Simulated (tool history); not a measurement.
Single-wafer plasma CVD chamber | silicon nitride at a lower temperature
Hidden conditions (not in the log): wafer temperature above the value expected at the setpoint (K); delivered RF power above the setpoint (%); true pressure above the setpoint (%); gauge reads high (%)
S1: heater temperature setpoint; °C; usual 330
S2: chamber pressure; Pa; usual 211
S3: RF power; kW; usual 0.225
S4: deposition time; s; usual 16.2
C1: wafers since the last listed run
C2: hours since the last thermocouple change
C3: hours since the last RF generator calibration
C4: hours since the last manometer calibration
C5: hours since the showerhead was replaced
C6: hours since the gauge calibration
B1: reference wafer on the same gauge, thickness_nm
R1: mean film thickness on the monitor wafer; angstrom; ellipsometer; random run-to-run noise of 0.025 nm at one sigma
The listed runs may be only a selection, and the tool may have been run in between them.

{"run": 1, "hour": 0.0, "S1": 330, "S2": 211, "S3": 0.225, "S4": 16.2, "C1": 0, "C2": 2117, "C3": 770.8, "C4": 1955.3, "C5": 2950.9, "C6": 256.5, "B1": 14.197, "R1": 162.96}
{"run": 2, "hour": 33.2, "S1": 330, "S2": 211, "S3": 0.225, "S4": 16.2, "C1": 915, "C2": 2150.2, "C3": 804, "C4": 1988.5, "C5": 2984.1, "C6": 289.7, "B1": 14.202, "R1": 162.99}
{"run": 3, "hour": 51.6, "S1": 330, "S2": 211, "S3": 0.255, "S4": 13.9, "C1": 507, "C2": 2168.6, "C3": 822.4, "C4": 2006.9, "C5": 3002.5, "C6": 308.1, "B1": 14.196, "R1": 152.56}
{"run": 4, "hour": 70.0, "S1": 330, "S2": 211, "S3": 0.255, "S4": 13.9, "C1": 507, "C2": 2187, "C3": 840.8, "C4": 2025.3, "C5": 3020.9, "C6": 326.5, "B1": 14.198, "R1": 152.86}
{"run": 5, "hour": 92.3, "S1": 330, "S2": 211, "S3": 0.225, "S4": 16.2, "C1": 615, "C2": 2209.3, "C3": 863.1, "C4": 2047.6, "C5": 3043.2, "C6": 348.8, "B1": 14.196, "R1": 162.24}
{"run": 6, "hour": 114.1, "S1": 330, "S2": 211, "S3": 0.225, "S4": 16.2, "C1": 601, "C2": 2231.1, "C3": 884.9, "C4": 2069.4, "C5": 3065, "C6": 370.6, "B1": 14.204, "R1": 162.27}
{"run": 7, "hour": 129.7, "S1": 330, "S2": 211, "S3": 0.225, "S4": 16.2, "C1": 430, "C2": 2246.7, "C3": 900.5, "C4": 2085, "C5": 3080.6, "C6": 386.2, "B1": 14.201, "R1": 162.3}
{"hour": 135.1, "done": "gauge calibrated"}
{"run": 8, "hour": 165.3, "S1": 330, "S2": 211, "S3": 0.225, "S4": 16.2, "C1": 981, "C2": 2282.3, "C3": 936.1, "C4": 2120.6, "C5": 3116.2, "C6": 30.2, "B1": 14.205, "R1": 161.94}
{"hour": 183.9, "done": "capacitance manometer re-zeroed and calibrated"}
{"run": 9, "hour": 184.4, "S1": 330, "S2": 211, "S3": 0.195, "S4": 16.2, "C1": 306, "C2": 2301.4, "C3": 955.2, "C4": 0.5, "C5": 3135.3, "C6": 49.3, "B1": 14.192, "R1": 149.33}
{"hour": 201.1, "done": "showerhead replaced"}
{"run": 10, "hour": 201.5, "S1": 323, "S2": 211, "S3": 0.225, "S4": 18.7, "C1": 250, "C2": 2318.5, "C3": 972.3, "C4": 17.6, "C5": 0.4, "C6": 66.4, "B1": 14.194, "R1": 192.18}
{"run": 11, "hour": 237.1, "S1": 341, "S2": 252, "S3": 0.255, "S4": 16.2, "C1": 981, "C2": 2354.1, "C3": 1007.9, "C4": 53.2, "C5": 36, "C6": 102, "B1": 14.195, "R1": 192.01}
{"hour": 259.0, "done": "RF generator calibrated"}
{"run": 12, "hour": 259.4, "S1": 337, "S2": 179, "S3": 0.205, "S4": 14.4, "C1": 394, "C2": 2376.4, "C3": 0.4, "C4": 75.5, "C5": 58.3, "C6": 124.3, "B1": 14.202, "R1": 131.13}
{"run": 13, "hour": 280.4, "S1": 316, "S2": 172, "S3": 0.225, "S4": 18.2, "C1": 579, "C2": 2397.4, "C3": 21.4, "C4": 96.5, "C5": 79.3, "C6": 145.3, "B1": 14.207, "R1": 175.66}
{"hour": 296.9, "done": "thermocouple changed; heater temperature recalibrated"}
{"run": 14, "hour": 300.3, "S1": 330, "S2": 211, "S3": 0.225, "S4": 16.2, "C1": 328, "C2": 3.4, "C3": 41.3, "C4": 116.4, "C5": 99.2, "C6": 165.2, "B1": 14.204, "R1": 168.81}
{"run": 15, "hour": 345.1, "S1": 330, "S2": 263, "S3": 0.245, "S4": 16.2, "C1": 1235, "C2": 48.2, "C3": 86.1, "C4": 161.2, "C5": 144, "C6": 210, "B1": 14.2, "R1": 192.92}
{"run": 16, "hour": 360.7, "S1": 341, "S2": 179, "S3": 0.195, "S4": 18.4, "C1": 430, "C2": 63.8, "C3": 101.7, "C4": 176.8, "C5": 159.6, "C6": 225.6, "B1": 14.204, "R1": 161.08}

Run 17 has not been measured yet. What should we expect?
{"run": 17, "hour": 376.2, "S1": 330, "S2": 236, "S3": 0.21, "S4": 16.2, "C1": 427, "C2": 79.3, "C3": 117.2, "C4": 192.3, "C5": 175.1, "C6": 241.1, "B1": "?", "R1": "?"}

B1: 14.203
R1: 167.4 angstrom
On a tool with no hidden condition, and with the same random variation, this run would have come out at R1 167.87 angstrom.

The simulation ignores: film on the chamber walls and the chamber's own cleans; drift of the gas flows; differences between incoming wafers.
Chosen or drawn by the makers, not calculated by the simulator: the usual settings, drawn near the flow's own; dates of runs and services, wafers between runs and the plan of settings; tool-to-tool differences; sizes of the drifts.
